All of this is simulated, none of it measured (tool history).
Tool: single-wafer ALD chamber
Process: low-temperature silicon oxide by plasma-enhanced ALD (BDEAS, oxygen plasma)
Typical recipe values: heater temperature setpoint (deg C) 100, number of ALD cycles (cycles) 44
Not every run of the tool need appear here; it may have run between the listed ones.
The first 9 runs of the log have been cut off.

| run | hour | heater temperature setpoint (deg C) | number of ALD cycles (cycles) | read-back reference wafer on the same gauge, thickness_nm | mean film thickness on the monitor wafer (Å) |
|---|---|---|---|---|---|
| 10 | 233.0 | 100 | 44 | 5.586 | 60.70 |
| 11 | 247.4 | 100 | 44 | 5.594 | 60.97 |
|  | 264.5 | thermocouple changed; heater temperature recalibrated |
| 12 | 274.2 | 100 | 46 | 5.592 | 62.61 |
| 13 | 304.2 | 100 | 46 | 5.590 | 62.12 |
|  | 357.4 | gauge calibrated |
| 14 | 400.0 | 109 | 44 | 5.589 | 58.97 |
| 15 | 422.4 | 109 | 44 | 5.595 | 59.02 |
| 16 | 445.1 | 93 | 44 | 5.593 | 61.15 |
| 17 | 470.2 | 100 | 44 | 5.592 | 59.53 |
| 18 | 502.1 | 109 | 44 | 5.591 | 58.96 |
| 19 | 532.6 | 100 | 47 | 5.588 | 63.90 |
| 20 | 548.6 | 92 | 44 | 5.588 | 61.39 |
| 21 | 561.1 | 100 | 44 | 5.586 | 59.65 |
| 22 | 575.8 | 104 | 42 | 5.591 | 56.70 |
| 23 | 609.1 | 91 | 47 | 5.592 | 65.88 |
| 24 | 621.4 | 100 | 44 | 5.595 | 60.29 |
| 25 | 640.4 | 100 | 44 | 5.590 | 60.09 |
| 26 | 676.2 | 87 | 39 | 5.593 | 55.51 |
| 27 | 711.9 | 107 | 44 | 5.590 | 59.30 |
| 28 | 735.7 | 100 | 48 | 5.586 | 65.87 |
| 29 | 756.3 | 95 | 44 | 5.593 | 60.97 |

Run 30 comes next. What will it give?
| 30 | 768.8 | 86 | 47 | ? | ? |

Run 30 came out at read-back reference wafer on the same gauge, thickness_nm 5.594, mean film thickness on the monitor wafer (Å) 67.14.
On a tool with no hidden condition, and with the same random variation, this run would have come out at mean film thickness on the monitor wafer (Å) 66.78.
